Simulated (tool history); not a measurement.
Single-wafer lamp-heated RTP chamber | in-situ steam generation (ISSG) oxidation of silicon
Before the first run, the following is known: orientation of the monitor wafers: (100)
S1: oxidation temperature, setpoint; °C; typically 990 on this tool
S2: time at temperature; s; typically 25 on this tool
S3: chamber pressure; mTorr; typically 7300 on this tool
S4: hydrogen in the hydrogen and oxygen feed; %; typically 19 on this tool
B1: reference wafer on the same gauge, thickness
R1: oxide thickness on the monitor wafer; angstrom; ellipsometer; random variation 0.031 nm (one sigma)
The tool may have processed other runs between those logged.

run	hour	S1	S2	S3	S4	B1	R1
1	0.0	990	28	7300	19	4.721	55.85
2	12.9	990	25	7300	14	4.718	49.50
3	27.5	990	25	7300	14	4.709	49.15
4	35.0	990	25	7300	19	4.721	52.59
5	45.4	990	25	7300	19	4.722	52.66
6	54.2	990	25	7300	19	4.720	52.43
7	69.2	990	25	7300	25	4.721	56.20
# hour 81.5: pyrometer window cleaned and pyrometer calibrated
8	82.0	990	25	7300	25	4.719	56.21
9	85.9	990	25	7300	25	4.716	56.26
# hour 98.3: pressure gauge zeroed
10	98.8	990	25	7300	19	4.730	53.04
# hour 102.5: gauge calibrated
11	110.2	990	29	6900	19	4.710	56.59
12	119.5	990	29	6900	19	4.732	56.43
13	132.5	990	25	7300	17	4.705	50.80
14	148.0	973	25	7300	19	4.716	49.62
# hour 157.6: hydrogen flow controller replaced
15	158.1	981	31	6900	12	4.717	50.30
16	179.5	990	25	7300	17	4.723	51.66
17	188.4	975	20	6900	11	4.730	40.01
18	195.4	981	25	6900	19	4.719	51.03
19	206.6	1008	17	7300	28	4.718	51.94
20	224.1	990	25	7300	19	4.718	52.35
21	273.0	990	34	7300	16	4.714	58.81
22	282.1	990	25	7300	19	4.719	52.24
23	299.3	990	25	7300	22	4.719	54.79
24	305.9	1005	34	6900	14	4.731	60.81
25	317.4	990	25	7300	11	4.718	47.10
26	325.9	984	25	7800	19	4.739	51.84
27	339.5	990	25	7300	19	4.720	52.84
28	346.1	990	25	7300	24	4.721	55.33
29	372.1	990	25	8400	24	4.727	55.00
30	388.9	990	25	7300	19	4.714	53.37
31	407.6	990	25	8700	19	4.711	52.06

Consider 4 possible next runs. They are alternatives, not a sequence: every one starts from the tool as it was left by run 31. What does each give?
A	408.1	990	25	7300	19	?	?
B	408.1	990	16	7300	19	?	?
C	408.1	998	25	8200	19	?	?
D	408.1	997	19	7300	11	?	?

run	B1	R1
A	4.719	52.02
B	4.719	42.45
C	4.719	53.86
D	4.719	41.63
Take away the tool's hidden state, keep each run's random variation, and the runs would have read:
run	R1
A	52.02
B	42.45
C	53.86
D	41.63
